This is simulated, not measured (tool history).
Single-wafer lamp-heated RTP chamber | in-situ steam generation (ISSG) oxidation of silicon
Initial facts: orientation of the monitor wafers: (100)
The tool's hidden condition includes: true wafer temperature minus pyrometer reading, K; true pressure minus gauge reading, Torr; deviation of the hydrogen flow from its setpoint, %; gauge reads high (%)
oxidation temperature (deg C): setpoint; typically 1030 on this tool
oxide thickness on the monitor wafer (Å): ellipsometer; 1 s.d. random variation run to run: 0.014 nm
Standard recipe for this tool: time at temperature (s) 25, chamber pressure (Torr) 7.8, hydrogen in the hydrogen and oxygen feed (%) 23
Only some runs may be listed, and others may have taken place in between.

run   hour  oxidation temperature (deg C)  time at temperature (s)  chamber pressure (Torr)  hydrogen in the hydrogen and oxygen feed (%)  wafers since the last listed run  wafers since the last pyrometer calibration  hours since the pressure gauge was zeroed  hours since the hydrogen flow controller was replaced  hours since the gauge calibration  read-back reference wafer on the same gauge, thickness  oxide thickness on the monitor wafer (Å)
  1    0.0                           1030                       25                      7.8                                            23                                 0                                           41                                     3974.6                                                 4728.4                               52.6                                                   7.798                                     68.35
  2    6.8                           1030                       25                      7.4                                            23                                88                                          129                                     3981.4                                                 4735.2                               59.4                                                   7.798                                     68.06
  3   44.9                           1030                       25                      7.4                                            23                               494                                          624                                     4019.5                                                 4773.3                               97.5                                                   7.803                                     68.13
  4   91.6                           1030                       25                      7.4                                            23                               606                                         1230                                     4066.2                                                 4820.0                              144.2                                                   7.801                                     68.13
  5   98.2                           1030                       25                      7.8                                            23                                85                                         1316                                     4072.8                                                 4826.6                              150.8                                                   7.796                                     68.24
  6  107.7                           1030                       25                      7.8                                            23                               123                                         1439                                     4082.3                                                 4836.1                              160.3                                                   7.799                                     68.22
     113.9  -- gauge calibrated
  7  117.7                           1030                       25                      9.0                                            23                               129                                         1569                                     4092.3                                                 4846.1                                3.8                                                   7.798                                     67.87
  8  132.8                           1030                       25                      7.8                                            23                               196                                         1765                                     4107.4                                                 4861.2                               18.9                                                   7.803                                     68.15
     141.8  -- pressure gauge zeroed
  9  148.7                           1030                       25                      7.8                                            23                               102                                         1867                                        6.9                                                 4877.1                               34.8                                                   7.800                                     68.32
 10  165.9                           1030                       25                      7.8                                            23                               223                                         2091                                       24.1                                                 4894.3                               52.0                                                   7.800                                     68.48
 11  172.2                           1030                       25                      6.9                                            23                                81                                         2172                                       30.4                                                 4900.6                               58.3                                                   7.805                                     67.97
 12  186.6                           1030                       25                      7.8                                            23                               186                                         2359                                       44.8                                                 4915.0                               72.7                                                   7.797                                     68.29
     197.6  -- hydrogen flow controller replaced
 13  198.1                           1036                       17                      7.8                                            20                                45                                         2405                                       56.3                                                    0.5                               84.2                                                   7.799                                     55.96
 14  203.5                           1030                       25                      8.8                                            23                                70                                         2475                                       61.7                                                    5.9                               89.6                                                   7.799                                     67.96
 15  209.7                           1030                       25                      7.8                                            14                                80                                         2555                                       67.9                                                   12.1                               95.8                                                   7.800                                     60.89
 16  216.4                           1037                       25                      6.9                                            18                                86                                         2642                                       74.6                                                   18.8                              102.5                                                   7.797                                     66.53
 17  226.1                           1030                       22                      8.7                                            31                               125                                         2768                                       84.3                                                   28.5                              112.2                                                   7.801                                     68.38
     239.5  -- pyrometer window cleaned and pyrometer calibrated
 18  240.0                           1030                       25                      7.4                                            23                                76                                            6                                       98.2                                                   42.4                              126.1                                                   7.804                                     68.03
 19  256.6                           1046                       25                      7.8                                            23                               215                                          221                                      114.8                                                   59.0                              142.7                                                   7.803                                     74.34
 20  270.4                           1030                       25                      7.8                                            23                               179                                          401                                      128.6                                                   72.8                              156.5                                                   7.806                                     68.00
 21  286.1                           1017                       18                      8.2                                            26                               203                                          604                                      144.3                                                   88.5                              172.2                                                   7.796                                     56.30
 22  302.9                           1030                       25                      9.2                                            15                               218                                          822                                      161.1                                                  105.3                              189.0                                                   7.800                                     61.51

What if the next run were any one of these 4? Each begins from the tool's condition after run 22:
  A  303.3                           1030                       25                      7.8                                            27                                 5                                          828                                      161.5                                                  105.7                              189.4                                                       ?                                         ?
  B  303.3                           1038                       32                      6.9                                            23                                 5                                          828                                      161.5                                                  105.7                              189.4                                                       ?                                         ?
  C  303.3                           1011                       25                      7.8                                            23                                 5                                          828                                      161.5                                                  105.7                              189.4                                                       ?                                         ?
  D  303.3                           1015                       20                      7.8                                            23                                 5                                          828                                      161.5                                                  105.7                              189.4                                                       ?                                         ?

run  read-back reference wafer on the same gauge, thickness  oxide thickness on the monitor wafer (Å)
  A                                                   7.801                                     71.02
  B                                                   7.801                                     80.81
  C                                                   7.801                                     62.25
  D                                                   7.801                                     56.90
What these runs would have given with no unlogged condition in the tool:
run  oxide thickness on the monitor wafer (Å)
  A                                     71.02
  B                                     80.81
  C                                     62.25
  D                                     56.90
